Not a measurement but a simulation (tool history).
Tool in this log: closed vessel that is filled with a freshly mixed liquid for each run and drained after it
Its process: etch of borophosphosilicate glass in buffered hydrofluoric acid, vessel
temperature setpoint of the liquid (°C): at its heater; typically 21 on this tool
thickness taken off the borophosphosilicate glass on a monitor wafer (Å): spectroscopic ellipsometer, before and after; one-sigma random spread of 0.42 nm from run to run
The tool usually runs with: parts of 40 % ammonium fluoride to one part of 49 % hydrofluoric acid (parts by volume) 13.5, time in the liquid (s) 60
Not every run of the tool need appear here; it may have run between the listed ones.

run,day,temperature setpoint of the liquid (°C),parts of 40 % ammonium fluoride to one part of 49 % hydrofluoric acid (parts by volume),time in the liquid (s),wafers since the last listed run,hours since the thermometer was replaced,hours since the hydrofluoric acid flow meter was replaced,hours since the gauge calibration,"read-back film thickness of the borophosphosilicate glass reference wafer, read on the same gauge (nm)",thickness taken off the borophosphosilicate glass on a monitor wafer (Å)
1,0,21,15,60,0,1038.5,508.7,188.2,89.99,997
2,2.4,21,15,60,7706,1096.1,566.3,245.8,89.98,1001.6
3,5.096,21,15,60,8656,1160.8,631,310.5,89.97,990.8
4,8.567,21,13.5,60,11144,1244.1,714.3,393.8,89.99,1100.4
5,10.271,21,13.5,60,5472,1285,755.2,434.7,89.98,1103.8
6,13.575,21,15.5,60,10609,1364.3,834.5,514,90.03,956.4
7,17.9,21,15.5,60,13887,1468.1,938.3,617.8,89.99,959.6
8,22.275,21,11,60,14048,1573.1,1043.3,722.8,90,1331.8
9,23.954,21,13.5,60,5391,1613.4,1083.6,763.1,90,1094.4
10,27.642,21,13.5,80,11840,1701.9,1172.1,851.6,89.98,1450.5
11,31.754,21,13.5,80,13205,1800.6,1270.8,950.3,90,1446.4
12,33.725,21,13.5,80,6328,1847.9,1318.1,997.6,89.98,1434.1
13,36.475,21,11.5,60,8830,1913.9,1384.1,1063.6,90.01,1256.7
# day 36.838: thermometer replaced
14,38.325,21,13.5,60,5806,35.7,1428.5,1108,90.01,1098
15,41.3,21,13.5,60,9552,107.1,1499.9,1179.4,90,1095.1
16,43.633,21,13.5,60,7492,163.1,1555.9,1235.4,90,1088.2
# day 45.421: hydrofluoric acid flow meter replaced
17,57.129,21,13.5,60,43200,487,281,1559.3,90.01,1124
18,58.758,17,13.5,35,5231,526.1,320.1,1598.4,90,522.3
19,60.6,17,11,45,5913,570.3,364.3,1642.6,89.98,825.1
20,64.35,22.5,13.5,60,12041,660.3,454.3,1732.6,89.99,1209
21,66.654,19,13.5,60,7398,715.6,509.6,1787.9,90,993.4
# day 67.546: gauge calibrated
22,68.292,18.5,13.5,30,5257,754.9,548.9,17.9,89.98,484.5
23,71.35,21,13.5,45,9820,828.3,622.3,91.3,89.98,834.3
24,73.946,21,16,60,8335,890.6,684.6,153.6,90.01,939
25,77.75,21,10,60,12215,981.9,775.9,244.9,89.99,1490.9
26,79.696,21,13.5,60,6248,1028.6,822.6,291.6,89.98,1110.7
27,88.767,21,13.5,60,29126,1246.3,1040.3,509.3,89.99,1093.3
28,90.379,21,13.5,45,5177,1285,1079,548,89.99,818.2
29,93.054,24.5,12,45,8589,1349.2,1143.2,612.2,90,1115
30,96.292,21,13.5,45,10395,1426.9,1220.9,689.9,89.99,819
31,100.267,21,13.5,60,12763,1522.3,1316.3,785.3,90,1079.5
32,103.917,18,13.5,60,11720,1609.9,1403.9,872.9,89.99,917.8

Each row is a separate what-if for the run after 32, all from the same tool condition, not one after another. Results?
A,103.946,19.5,13.5,60,93,1610.6,1404.6,873.6,?,?
B,103.946,21,13.5,70,93,1610.6,1404.6,873.6,?,?
C,103.946,24,11.5,80,93,1610.6,1404.6,873.6,?,?

run,"read-back film thickness of the borophosphosilicate glass reference wafer, read on the same gauge (nm)",thickness taken off the borophosphosilicate glass on a monitor wafer (Å)
A,89.99,992.7
B,89.99,1258.6
C,89.99,1984.3
Without the tool's hidden state the same runs would have given:
run,thickness taken off the borophosphosilicate glass on a monitor wafer (Å)
A,1045.7
B,1325.5
C,2088.9

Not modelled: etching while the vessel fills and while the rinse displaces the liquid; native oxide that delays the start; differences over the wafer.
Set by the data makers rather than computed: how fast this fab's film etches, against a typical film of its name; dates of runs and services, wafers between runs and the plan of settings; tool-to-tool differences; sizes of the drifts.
